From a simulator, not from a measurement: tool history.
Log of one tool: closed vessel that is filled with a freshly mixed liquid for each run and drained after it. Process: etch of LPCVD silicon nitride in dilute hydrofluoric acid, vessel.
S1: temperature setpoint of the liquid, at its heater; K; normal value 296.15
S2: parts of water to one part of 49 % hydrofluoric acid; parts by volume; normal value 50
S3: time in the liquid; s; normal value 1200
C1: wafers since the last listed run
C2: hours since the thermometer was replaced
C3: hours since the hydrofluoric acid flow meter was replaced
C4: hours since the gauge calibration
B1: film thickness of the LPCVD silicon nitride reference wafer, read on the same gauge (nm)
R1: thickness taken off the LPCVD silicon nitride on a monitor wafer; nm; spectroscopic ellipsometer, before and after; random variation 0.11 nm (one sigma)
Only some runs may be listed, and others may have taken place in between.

run,hour,S1,S2,S3,C1,C2,C3,C4,B1,R1
1,0.0,296.15,50,1200,0,1341.7,346.6,50.3,79.99,13.73
2,35.8,296.15,50,1200,1167,1377.5,382.4,86.1,79.99,13.34
3,61.5,296.15,50,1200,837,1403.2,408.1,111.8,79.97,13.69
4,78.3,296.15,50,1200,547,1420.0,424.9,128.6,79.99,13.58
5,108.4,296.15,50,875,981,1450.1,455.0,158.7,80.00,10.05
6,125.4,296.15,50,875,554,1467.1,472.0,175.7,79.99,10.04
7,143.8,296.15,50,1200,599,1485.5,490.4,194.1,80.04,13.84
8,157.9,296.15,50,1200,459,1499.6,504.5,208.2,79.97,13.73
# hour 165.3: thermometer replaced
9,182.9,296.15,70,1200,782,17.6,529.5,233.2,80.01,10.03
# hour 183.5: gauge calibrated
10,210.0,293.65,65,1860,883,44.7,556.6,26.5,79.99,13.96
11,226.0,298.15,25,1745,521,60.7,572.6,42.5,80.02,45.56
# hour 248.9: hydrofluoric acid flow meter replaced
12,255.3,296.15,50,1200,922,90.0,6.4,71.8,80.02,12.69
13,288.0,296.15,50,1200,1066,122.7,39.1,104.5,79.99,12.81
14,304.0,297.65,75,845,521,138.7,55.1,120.5,79.97,6.66
15,333.7,296.15,50,1465,968,168.4,84.8,150.2,79.97,15.78
16,369.4,296.15,50,875,1163,204.1,120.5,185.9,80.00,9.42
17,401.5,291.65,50,1200,1046,236.2,152.6,218.0,80.05,9.58

Alternative continuations, all from the tool just after run 17; predict every row:
A,402.5,296.15,50,695,32,237.2,153.6,219.0,?,?
B,402.5,291.65,50,535,32,237.2,153.6,219.0,?,?
C,402.5,296.15,60,1200,32,237.2,153.6,219.0,?,?
D,402.5,292.65,70,1635,32,237.2,153.6,219.0,?,?
E,402.5,297.65,25,1565,32,237.2,153.6,219.0,?,?

run,B1,R1
A,80.05,7.60
B,80.05,4.29
C,80.05,10.99
D,80.05,10.13
E,80.05,37.13
Take away the tool's hidden state, keep each run's random variation, and the runs would have read:
run,R1
A,7.34
B,4.14
C,10.60
D,9.78
E,35.86
